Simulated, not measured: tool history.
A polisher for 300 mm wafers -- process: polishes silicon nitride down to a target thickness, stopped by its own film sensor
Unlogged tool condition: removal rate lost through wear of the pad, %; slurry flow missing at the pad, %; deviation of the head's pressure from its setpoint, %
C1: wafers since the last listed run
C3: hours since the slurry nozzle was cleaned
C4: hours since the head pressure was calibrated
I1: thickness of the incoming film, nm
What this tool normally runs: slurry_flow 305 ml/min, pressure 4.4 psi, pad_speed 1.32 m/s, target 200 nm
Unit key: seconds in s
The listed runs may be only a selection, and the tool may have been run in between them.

Run 1, day 0: usual settings but slurry_flow 275 ml/min, pad_speed 1.54 m/s; C1 0; wafers polished on this pad 138; C3 196.1; C4 567.3; I1 479.4. Result: seconds 103.6 s.
Run 2, day 1.212: usual settings; C1 244; wafers polished on this pad 382; C3 225.2; C4 596.4; I1 480.4. Result: seconds 120.5 s.
Run 3, day 2.496: usual settings; C1 258; wafers polished on this pad 640; C3 256; C4 627.2; I1 489. Result: seconds 125.9 s.
Run 4, day 3.254: usual settings; C1 152; wafers polished on this pad 793; C3 274.2; C4 645.4; I1 490.1. Result: seconds 127.7 s.
Run 5, day 4.675: usual settings but slurry_flow 355 ml/min, pressure 3.8 psi; C1 286; wafers polished on this pad 1080; C3 308.3; C4 679.5; I1 480.7. Result: seconds 138.6 s.
Run 6, day 5.708: usual settings but slurry_flow 355 ml/min, pressure 3.8 psi; C1 208; wafers polished on this pad 1288; C3 333.1; C4 704.3; I1 477. Result: seconds 137.1 s.
At day 6.638: worn pad replaced by a new one.
Run 7, day 6.846: usual settings but slurry_flow 355 ml/min, pressure 3.8 psi; C1 195; wafers polished on this pad 42; C3 360.4; C4 731.6; I1 482.5. Result: seconds 129.5 s.
Run 8, day 7.704: usual settings; C1 172; wafers polished on this pad 214; C3 381; C4 752.2; I1 482.2. Result: seconds 119.5 s.
Run 9, day 8.446: usual settings; C1 149; wafers polished on this pad 364; C3 398.8; C4 770; I1 477.3. Result: seconds 117.5 s.
Run 10, day 9.408: usual settings but slurry_flow 285 ml/min; C1 193; wafers polished on this pad 558; C3 421.9; C4 793.1; I1 482.2. Result: seconds 119.7 s.
At day 10.188: slurry nozzle cleaned.
Run 11, day 10.796: usual settings but slurry_flow 285 ml/min; C1 271; wafers polished on this pad 829; C3 14.6; C4 826.4; I1 484.4. Result: seconds 124.2 s.
Run 12, day 11.621: usual settings but pressure 3.4 psi, pad_speed 1.6 m/s; C1 166; wafers polished on this pad 995; C3 34.4; C4 846.2; I1 483.8. Result: seconds 132 s.
Run 13, day 13.038: usual settings but pressure 3.4 psi, pad_speed 1.6 m/s; C1 285; wafers polished on this pad 1281; C3 68.4; C4 880.2; I1 481.3. Result: seconds 132.3 s.
Run 14, day 13.546: usual settings but pressure 3.4 psi, pad_speed 1.6 m/s; C1 102; wafers polished on this pad 1383; C3 80.6; C4 892.4; I1 480.1. Result: seconds 130.3 s.
At day 14.192: worn pad replaced by a new one.
Run 15, day 14.275: usual settings but pressure 3.1 psi, pad_speed 1.08 m/s, target 127 nm; C1 113; wafers polished on this pad 16; C3 98.1; C4 909.9; I1 480.3. Result: seconds 230.4 s.
At day 14.433: head pressure recalibrated.
Run 16, day 15.558: usual settings; C1 241; wafers polished on this pad 258; C3 128.9; C4 27; I1 479. Result: seconds 118.4 s.
Run 17, day 16.842: usual settings; C1 258; wafers polished on this pad 516; C3 159.7; C4 57.8; I1 483.4. Result: seconds 120.2 s.
Run 18, day 17.688: usual settings but pressure 4.8 psi, pad_speed 1.18 m/s; C1 170; wafers polished on this pad 687; C3 180; C4 78.1; I1 479.4. Result: seconds 121.5 s.
At day 21.546: worn pad replaced by a new one.
Run 19, day 21.983: usual settings; C1 831; wafers polished on this pad 87; C3 283.1; C4 181.2; I1 483.1. Result: seconds 116.9 s.
Run 20, day 22.683: usual settings but target 171 nm; C1 141; wafers polished on this pad 228; C3 299.9; C4 198; I1 489.1. Result: seconds 133.3 s.
Run 21, day 26.521: usual settings; C1 773; wafers polished on this pad 1002; C3 392; C4 290.1; I1 479.7. Result: seconds 122.9 s.
Run 22, day 27.517: usual settings; C1 200; wafers polished on this pad 1202; C3 415.9; C4 314; I1 471.7. Result: seconds 119 s.
At day 27.779: worn pad replaced by a new one.
Run 23, day 28.375: usual settings but slurry_flow 275 ml/min, pressure 5.6 psi, pad_speed 1.44 m/s, target 114 nm; C1 139; wafers polished on this pad 120; C3 436.5; C4 334.6; I1 477.6. Result: seconds 115.8 s.
Run 24, day 29.333: usual settings but target 280 nm; C1 193; wafers polished on this pad 313; C3 459.5; C4 357.6; I1 489.4. Result: seconds 87.9 s.
Run 25, day 30.271: usual settings but slurry_flow 355 ml/min; C1 188; wafers polished on this pad 502; C3 482; C4 380.1; I1 477.7. Result: seconds 118.6 s.
At day 30.662: slurry nozzle cleaned.
Run 26, day 31.696: usual settings but target 232 nm; C1 278; wafers polished on this pad 780; C3 24.8; C4 414.3; I1 484.3. Result: seconds 108.6 s.
Run 27, day 33.108: usual settings but slurry_flow 365 ml/min, target 271 nm; C1 284; wafers polished on this pad 1065; C3 58.7; C4 448.2; I1 480.7. Result: seconds 90.2 s.
Run 28, day 33.767: usual settings but slurry_flow 380 ml/min, pressure 4.9 psi, pad_speed 0.86 m/s; C1 132; wafers polished on this pad 1197; C3 74.5; C4 464; I1 489.2. Result: seconds 157.6 s.

Hidden state or all else? Some run-to-run changes of seconds, split into what the settings, what came in and random variation would give without the hidden state, and what is left for the hidden state (with any gauge scatter that isn't in both results):
Run 6 -> 7: worn pad replaced by a new one. seconds -7.6 s: hidden state -9.3, all else +1.7.
Run 14 -> 15: pressure 3.4 -> 3.1, pad_speed 1.6 -> 1.08, target 200 -> 127, worn pad replaced by a new one. seconds +100.1 s: hidden state -7.4, all else +107.5.
Run 15 -> 16: pressure 3.1 -> 4.4, pad_speed 1.08 -> 1.32, target 127 -> 200, head pressure recalibrated. seconds -112 s: hidden state +2.7, all else -114.7.

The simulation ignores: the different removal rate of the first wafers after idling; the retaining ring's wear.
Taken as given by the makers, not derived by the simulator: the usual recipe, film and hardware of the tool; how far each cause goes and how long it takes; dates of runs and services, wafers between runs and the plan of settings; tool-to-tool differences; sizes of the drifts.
